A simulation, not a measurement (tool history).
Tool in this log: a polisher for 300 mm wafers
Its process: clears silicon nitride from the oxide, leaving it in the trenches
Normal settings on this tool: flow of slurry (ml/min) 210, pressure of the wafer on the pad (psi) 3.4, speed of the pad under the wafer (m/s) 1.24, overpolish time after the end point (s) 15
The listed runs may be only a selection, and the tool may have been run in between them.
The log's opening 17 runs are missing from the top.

run	hour	flow of slurry (ml/min)	pressure of the wafer on the pad (psi)	speed of the pad under the wafer (m/s)	overpolish time after the end point (s)	wafers since the last listed run	wafers polished on this pad	hours since the slurry nozzle was cleaned	hours since the head pressure was calibrated	incoming thickness of the incoming film, nm	time until the end point was called (s)
18	1577.7	210	3.4	1.66	11	1496	4465	430.9	251.3	108.1	51.5
19	1659.8	210	3.4	1.24	15	1183	5649	513	333.4	109.8	71.1
20	1730.5	210	3.4	1.24	15	1019	6668	583.7	404.1	110.3	72.6
# hour 1771: slurry nozzle cleaned
21	1793.6	210	3.4	1.64	24	895	7564	22.6	467.2	109.2	50.5
# hour 1832.5: worn pad replaced by a new one
22	1848.2	155	2.6	1.24	23	729	225	77.2	521.8	111.4	94
23	1922	155	3.4	1.42	15	1064	1290	151	595.6	112.1	64.9
24	2010.6	210	3.4	1.24	15	1277	2567	239.6	684.2	111.2	70
25	2117.2	175	4.5	1.42	12	1537	4104	346.2	790.8	111	49.2
26	2222.2	210	2.7	1.24	8	1514	5619	451.2	895.8	110.7	92.2
27	2299.4	170	3.1	1.58	7	1113	6732	528.4	973	110.7	67.4
28	2344.2	210	3.4	1.24	15	646	7378	573.2	1017.8	109.8	73.6
29	2381	235	3.4	1.24	17	530	7909	610	1054.6	109.7	73.4
30	2465.5	210	3.4	1.24	15	1218	9127	694.5	1139.1	112	78.8
# hour 2495.4: slurry nozzle cleaned
# hour 2550.9: worn pad replaced by a new one
31	2552.4	210	3.4	1.36	8	1181	21	57	1226	108.6	61.3
# hour 2607.5: head pressure recalibrated
32	2623.6	210	3.4	1.24	15	997	1019	128.2	16.1	110.7	66.6
33	2713.4	210	3.4	1.24	15	1294	2314	218	105.9	109.8	67.4
34	2765.7	235	3.7	0.96	22	754	3068	270.3	158.2	109.1	80.7
35	2811.3	150	2.8	0.96	15	657	3725	315.9	203.8	108.3	116.1
36	2877.6	210	3.4	1.24	15	956	4681	382.2	270.1	109.8	71
37	2933.4	255	3.4	0.88	15	804	5486	438	325.9	112.1	99.7

Below are 3 alternative next runs, each starting from the tool's condition after run 37. Predict each:
A	2933.8	210	3.4	1.24	15	5	5492	438.4	326.3	111.4	?
B	2933.8	180	2.8	1.4	15	5	5492	438.4	326.3	111.4	?
C	2933.8	210	2.5	1.54	18	5	5492	438.4	326.3	111.4	?

run	time until the end point was called (s)
A	73.1
B	81.6
C	80.1
Without the tool's unlogged condition, the same runs would have read:
run	time until the end point was called (s)
A	66.2
B	72.8
C	72.5

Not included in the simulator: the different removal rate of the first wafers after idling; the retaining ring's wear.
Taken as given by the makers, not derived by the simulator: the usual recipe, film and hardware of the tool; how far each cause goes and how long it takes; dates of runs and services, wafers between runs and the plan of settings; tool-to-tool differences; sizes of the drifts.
